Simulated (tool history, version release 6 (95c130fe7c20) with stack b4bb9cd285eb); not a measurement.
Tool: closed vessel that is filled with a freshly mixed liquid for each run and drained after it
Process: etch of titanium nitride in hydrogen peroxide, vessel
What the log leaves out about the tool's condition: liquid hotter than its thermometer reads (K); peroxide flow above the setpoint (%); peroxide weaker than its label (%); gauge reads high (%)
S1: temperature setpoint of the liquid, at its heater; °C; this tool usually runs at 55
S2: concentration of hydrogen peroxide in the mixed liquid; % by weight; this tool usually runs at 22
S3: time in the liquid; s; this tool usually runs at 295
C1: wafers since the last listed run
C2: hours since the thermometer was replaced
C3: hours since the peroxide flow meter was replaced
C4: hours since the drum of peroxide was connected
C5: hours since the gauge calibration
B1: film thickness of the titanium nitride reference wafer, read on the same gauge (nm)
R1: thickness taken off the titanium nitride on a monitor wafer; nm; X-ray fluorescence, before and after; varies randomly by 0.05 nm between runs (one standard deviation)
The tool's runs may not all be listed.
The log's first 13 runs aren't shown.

{"run": 14, "hour": 291.7, "S1": 50.5, "S2": 22, "S3": 295, "C1": 1905, "C2": 255.9, "C3": 77.7, "C4": 855.2, "C5": 250.9, "B1": 39.98, "R1": 8.92}
{"run": 15, "hour": 305.9, "S1": 55, "S2": 22, "S3": 295, "C1": 1218, "C2": 270.1, "C3": 91.9, "C4": 869.4, "C5": 265.1, "B1": 39.98, "R1": 12.27}
{"run": 16, "hour": 322.1, "S1": 55, "S2": 22, "S3": 295, "C1": 1390, "C2": 286.3, "C3": 108.1, "C4": 885.6, "C5": 281.3, "B1": 40, "R1": 12.25}
{"run": 17, "hour": 347.5, "S1": 59.5, "S2": 22, "S3": 295, "C1": 2180, "C2": 311.7, "C3": 133.5, "C4": 911, "C5": 306.7, "B1": 39.99, "R1": 16.77}
{"run": 18, "hour": 374.3, "S1": 52, "S2": 16.5, "S3": 440, "C1": 2300, "C2": 338.5, "C3": 160.3, "C4": 937.8, "C5": 333.5, "B1": 40, "R1": 14.02}
{"run": 19, "hour": 408.9, "S1": 49.5, "S2": 16, "S3": 215, "C1": 2969, "C2": 373.1, "C3": 194.9, "C4": 972.4, "C5": 368.1, "B1": 40.01, "R1": 5.7}
{"hour": 441.5, "done": "new drum of peroxide connected"}
{"run": 20, "hour": 442.0, "S1": 55, "S2": 28, "S3": 360, "C1": 2755, "C2": 406.2, "C3": 228, "C4": 0.5, "C5": 401.2, "B1": 40.06, "R1": 16.04}
{"run": 21, "hour": 459.2, "S1": 55, "S2": 28, "S3": 435, "C1": 1476, "C2": 423.4, "C3": 245.2, "C4": 17.7, "C5": 418.4, "B1": 40.03, "R1": 19.43}
{"run": 22, "hour": 477.2, "S1": 58.5, "S2": 18, "S3": 250, "C1": 1545, "C2": 441.4, "C3": 263.2, "C4": 35.7, "C5": 436.4, "B1": 40.01, "R1": 13}
{"run": 23, "hour": 489.3, "S1": 55, "S2": 22, "S3": 295, "C1": 1038, "C2": 453.5, "C3": 275.3, "C4": 47.8, "C5": 448.5, "B1": 40.06, "R1": 12.47}
{"run": 24, "hour": 517.6, "S1": 55, "S2": 16.5, "S3": 225, "C1": 2429, "C2": 481.8, "C3": 303.6, "C4": 76.1, "C5": 476.8, "B1": 39.98, "R1": 8.97}
{"run": 25, "hour": 533.9, "S1": 55, "S2": 22, "S3": 420, "C1": 1399, "C2": 498.1, "C3": 319.9, "C4": 92.4, "C5": 493.1, "B1": 39.99, "R1": 17.66}
{"run": 26, "hour": 554.6, "S1": 55, "S2": 28, "S3": 360, "C1": 1776, "C2": 518.8, "C3": 340.6, "C4": 113.1, "C5": 513.8, "B1": 40.03, "R1": 16.16}
{"hour": 570.2, "done": "gauge calibrated"}
{"run": 27, "hour": 582.9, "S1": 62.5, "S2": 18.5, "S3": 205, "C1": 2429, "C2": 547.1, "C3": 368.9, "C4": 141.4, "C5": 12.7, "B1": 40, "R1": 14.05}
{"run": 28, "hour": 614.9, "S1": 51.5, "S2": 19, "S3": 235, "C1": 2746, "C2": 579.1, "C3": 400.9, "C4": 173.4, "C5": 44.7, "B1": 39.98, "R1": 7.57}
{"run": 29, "hour": 642.6, "S1": 62.5, "S2": 18, "S3": 295, "C1": 2377, "C2": 606.8, "C3": 428.6, "C4": 201.1, "C5": 72.4, "B1": 40.04, "R1": 19.98}
{"run": 30, "hour": 660.2, "S1": 55, "S2": 27.5, "S3": 420, "C1": 1510, "C2": 624.4, "C3": 446.2, "C4": 218.7, "C5": 90, "B1": 39.98, "R1": 18.78}

Branching from run 30: 3 alternative next runs. What would each branch give?
{"run": "A", "hour": 660.9, "S1": 55, "S2": 22, "S3": 295, "C1": 60, "C2": 625.1, "C3": 446.9, "C4": 219.4, "C5": 90.7, "B1": "?", "R1": "?"}
{"run": "B", "hour": 660.9, "S1": 58, "S2": 26.5, "S3": 340, "C1": 60, "C2": 625.1, "C3": 446.9, "C4": 219.4, "C5": 90.7, "B1": "?", "R1": "?"}
{"run": "C", "hour": 660.9, "S1": 55, "S2": 17.5, "S3": 445, "C1": 60, "C2": 625.1, "C3": 446.9, "C4": 219.4, "C5": 90.7, "B1": "?", "R1": "?"}

run=A B1=40.02 R1=12.54
run=B B1=40.02 R1=18.54
run=C B1=40.02 R1=18.02
The same runs, with their run-to-run variation unchanged, on a tool lacking any hidden condition would have given:
run=A R1=12.48
run=B R1=18.45
run=C R1=17.93
